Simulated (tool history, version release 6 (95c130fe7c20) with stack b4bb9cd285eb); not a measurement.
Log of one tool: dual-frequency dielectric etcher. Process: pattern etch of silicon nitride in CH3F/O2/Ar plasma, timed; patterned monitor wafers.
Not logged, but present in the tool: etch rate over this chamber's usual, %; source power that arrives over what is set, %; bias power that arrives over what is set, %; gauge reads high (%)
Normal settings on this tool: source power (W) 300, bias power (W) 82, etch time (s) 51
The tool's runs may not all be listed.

| run | hour | source power (W) | bias power (W) | etch time (s) | wafers since the last listed run | hours since the last wet clean | hours since the last source power generator calibration | hours since the last bias power generator calibration | hours since the last upper electrode change | hours since the gauge calibration | read-back reference wafer on the same gauge, depth_nm | mean etch depth across the wafer (Å) |
|---|---|---|---|---|---|---|---|---|---|---|---|---|
| 1 | 0 | 300 | 82 | 51 | 0 | 142.8 | 4090.8 | 2977.9 | 5293.1 | 184.5 | 39.14 | 339.4 |
| 2 | 6.7 | 300 | 82 | 51 | 105 | 149.5 | 4097.5 | 2984.6 | 5299.8 | 191.2 | 39.18 | 337.9 |
| 3 | 22.8 | 270 | 82 | 51 | 252 | 165.6 | 4113.6 | 3000.7 | 5315.9 | 207.3 | 39.19 | 321.4 |
| 4 | 32.8 | 270 | 82 | 51 | 156 | 175.6 | 4123.6 | 3010.7 | 5325.9 | 217.3 | 39.2 | 321.4 |
| 5 | 70.5 | 260 | 82 | 51 | 591 | 213.3 | 4161.3 | 3048.4 | 5363.6 | 255 | 39.24 | 312.7 |
| 6 | 82.4 | 260 | 74 | 51 | 186 | 225.2 | 4173.2 | 3060.3 | 5375.5 | 266.9 | 39.21 | 306.2 |
| 7 | 94.9 | 260 | 74 | 51 | 196 | 237.7 | 4185.7 | 3072.8 | 5388 | 279.4 | 39.18 | 306.6 |
| 8 | 107.6 | 300 | 82 | 51 | 199 | 250.4 | 4198.4 | 3085.5 | 5400.7 | 292.1 | 39.2 | 344.9 |
| 9 | 118.3 | 300 | 75 | 51 | 167 | 261.1 | 4209.1 | 3096.2 | 5411.4 | 302.8 | 39.2 | 335.7 |
|  | 153.5 | upper electrode replaced, of another model than before |
| 10 | 154 | 300 | 75 | 51 | 183 | 296.8 | 4244.8 | 3131.9 | 0.5 | 338.5 | 39.2 | 336.9 |
| 11 | 154.3 | 240 | 75 | 51 | 4 | 297.1 | 4245.1 | 3132.2 | 0.8 | 338.8 | 39.19 | 266.6 |
| 12 | 156.3 | 240 | 75 | 51 | 31 | 299.1 | 4247.1 | 3134.2 | 2.8 | 340.8 | 39.16 | 265.7 |
| 13 | 172.3 | 350 | 82 | 51 | 251 | 315.1 | 4263.1 | 3150.2 | 18.8 | 356.8 | 39.19 | 388.6 |
| 14 | 181 | 350 | 82 | 51 | 136 | 323.8 | 4271.8 | 3158.9 | 27.5 | 365.5 | 39.22 | 389.3 |
| 15 | 192.7 | 270 | 99 | 43 | 183 | 335.5 | 4283.5 | 3170.6 | 39.2 | 377.2 | 39.16 | 275 |
| 16 | 203 | 260 | 91 | 51 | 161 | 345.8 | 4293.8 | 3180.9 | 49.5 | 387.5 | 39.2 | 307 |
|  | 204.6 | gauge calibrated |
| 17 | 210.9 | 370 | 91 | 45 | 123 | 353.7 | 4301.7 | 3188.8 | 57.4 | 6.3 | 39.19 | 366.7 |
| 18 | 218.4 | 300 | 82 | 51 | 117 | 361.2 | 4309.2 | 3196.3 | 64.9 | 13.8 | 39.18 | 343.8 |
| 19 | 226.1 | 300 | 82 | 64 | 120 | 368.9 | 4316.9 | 3204 | 72.6 | 21.5 | 39.21 | 435.2 |
| 20 | 236.4 | 360 | 100 | 36.5 | 161 | 379.2 | 4327.2 | 3214.3 | 82.9 | 31.8 | 39.19 | 300.2 |
|  | 247.9 | bias power generator calibrated |
|  | 248 | source power generator calibrated |
|  | 272 | wet clean of the chamber |
| 21 | 272.5 | 300 | 82 | 65 | 125 | 0.5 | 24.5 | 24.6 | 119 | 67.9 | 39.24 | 426.3 |
| 22 | 272.8 | 300 | 82 | 64 | 4 | 0.8 | 24.8 | 24.9 | 119.3 | 68.2 | 39.15 | 417.3 |
| 23 | 285 | 360 | 102 | 58 | 191 | 13 | 37 | 37.1 | 131.5 | 80.4 | 39.17 | 464 |
| 24 | 301 | 300 | 82 | 51 | 251 | 29 | 53 | 53.1 | 147.5 | 96.4 | 39.21 | 335.7 |
| 25 | 308.2 | 300 | 82 | 51 | 112 | 36.2 | 60.2 | 60.3 | 154.7 | 103.6 | 39.16 | 335.9 |
| 26 | 318.9 | 350 | 64 | 51 | 167 | 46.9 | 70.9 | 71 | 165.4 | 114.3 | 39.19 | 360.1 |
| 27 | 360.2 | 300 | 88 | 51 | 647 | 88.2 | 112.2 | 112.3 | 206.7 | 155.6 | 39.22 | 343.9 |
| 28 | 368.5 | 370 | 90 | 40 | 130 | 96.5 | 120.5 | 120.6 | 215 | 163.9 | 39.19 | 318.9 |
| 29 | 386 | 270 | 94 | 41.5 | 274 | 114 | 138 | 138.1 | 232.5 | 181.4 | 39.21 | 255.7 |
| 30 | 395.8 | 250 | 62 | 40.5 | 153 | 123.8 | 147.8 | 147.9 | 242.3 | 191.2 | 39.16 | 210 |

4 options for the next run, each taken on its own from the tool as it stands now. Forecast them:
| A | 396.2 | 300 | 82 | 38.5 | 6 | 124.2 | 148.2 | 148.3 | 242.7 | 191.6 | ? | ? |
| B | 396.2 | 250 | 72 | 62.5 | 6 | 124.2 | 148.2 | 148.3 | 242.7 | 191.6 | ? | ? |
| C | 396.2 | 300 | 98 | 41 | 6 | 124.2 | 148.2 | 148.3 | 242.7 | 191.6 | ? | ? |
| D | 396.2 | 370 | 93 | 56 | 6 | 124.2 | 148.2 | 148.3 | 242.7 | 191.6 | ? | ? |

| run | read-back reference wafer on the same gauge, depth_nm | mean etch depth across the wafer (Å) |
|---|---|---|
| A | 39.22 | 256.6 |
| B | 39.22 | 336.4 |
| C | 39.22 | 284.8 |
| D | 39.22 | 452.4 |
What these runs would have given with no unlogged condition in the tool:
| run | mean etch depth across the wafer (Å) |
|---|---|
| A | 253.8 |
| B | 332.6 |
| C | 281.6 |
| D | 447.4 |
